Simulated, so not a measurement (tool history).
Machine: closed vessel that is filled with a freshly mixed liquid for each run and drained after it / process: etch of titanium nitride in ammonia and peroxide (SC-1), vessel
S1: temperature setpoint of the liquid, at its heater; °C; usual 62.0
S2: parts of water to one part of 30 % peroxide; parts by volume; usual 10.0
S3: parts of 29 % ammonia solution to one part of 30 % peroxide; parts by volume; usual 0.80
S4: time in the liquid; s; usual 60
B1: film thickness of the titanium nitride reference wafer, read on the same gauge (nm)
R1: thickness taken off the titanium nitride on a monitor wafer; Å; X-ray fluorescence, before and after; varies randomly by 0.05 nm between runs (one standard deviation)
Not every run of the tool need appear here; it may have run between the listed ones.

| run | hour | S1 | S2 | S3 | S4 | B1 | R1 |
|---|---|---|---|---|---|---|---|
| 1 | 0.0 | 62.0 | 10.0 | 0.80 | 60 | 49.96 | 100.4 |
| 2 | 24.2 | 62.0 | 10.0 | 0.80 | 60 | 49.99 | 99.8 |
| 3 | 47.1 | 62.0 | 10.0 | 1.05 | 60 | 50.02 | 104.5 |
|  | 69.7 | new drum of ammonia solution connected |
| 4 | 71.6 | 62.0 | 10.0 | 1.05 | 60 | 49.96 | 105.0 |
|  | 96.1 | ammonia flow meter replaced |
| 5 | 98.0 | 62.0 | 10.0 | 0.80 | 60 | 50.00 | 100.4 |
|  | 111.0 | thermometer replaced |
| 6 | 185.7 | 62.0 | 10.0 | 0.80 | 60 | 50.00 | 114.8 |
| 7 | 217.4 | 62.0 | 10.0 | 0.80 | 60 | 49.99 | 113.7 |
| 8 | 242.7 | 62.0 | 7.5 | 0.80 | 30 | 49.99 | 65.9 |
| 9 | 347.5 | 57.0 | 10.0 | 0.50 | 60 | 49.96 | 75.2 |
| 10 | 365.1 | 57.5 | 10.0 | 0.80 | 60 | 50.01 | 84.0 |
| 11 | 388.3 | 62.0 | 10.0 | 1.05 | 60 | 50.00 | 116.9 |
| 12 | 405.2 | 62.0 | 10.0 | 0.80 | 60 | 49.99 | 112.6 |
| 13 | 433.0 | 69.5 | 13.0 | 1.05 | 50 | 49.98 | 137.8 |
| 14 | 453.7 | 70.0 | 10.0 | 0.80 | 60 | 50.01 | 186.8 |
| 15 | 468.7 | 59.0 | 7.0 | 0.45 | 60 | 49.96 | 100.4 |
| 16 | 495.7 | 70.0 | 13.5 | 0.60 | 35 | 49.96 | 89.1 |
| 17 | 510.1 | 62.0 | 7.0 | 0.80 | 40 | 50.01 | 89.4 |
|  | 531.5 | gauge calibrated |
| 18 | 538.6 | 62.0 | 11.5 | 0.80 | 60 | 49.99 | 104.5 |
|  | 565.5 | new drum of ammonia solution connected |
| 19 | 566.0 | 62.0 | 13.5 | 0.45 | 60 | 50.02 | 86.9 |
| 20 | 581.6 | 57.0 | 10.0 | 0.50 | 60 | 49.99 | 74.0 |
| 21 | 617.3 | 66.5 | 10.0 | 1.15 | 35 | 50.02 | 91.6 |
| 22 | 631.7 | 64.5 | 15.0 | 0.80 | 60 | 49.97 | 105.9 |

Run 23 comes next. What will it give?
| 23 | 657.7 | 69.5 | 13.0 | 1.05 | 50 | ? | ? |

B1: 49.96
R1: 134.9 Å
Were there no unlogged condition in the tool, this run, its random variation unchanged, would have produced R1 138.8 Å.

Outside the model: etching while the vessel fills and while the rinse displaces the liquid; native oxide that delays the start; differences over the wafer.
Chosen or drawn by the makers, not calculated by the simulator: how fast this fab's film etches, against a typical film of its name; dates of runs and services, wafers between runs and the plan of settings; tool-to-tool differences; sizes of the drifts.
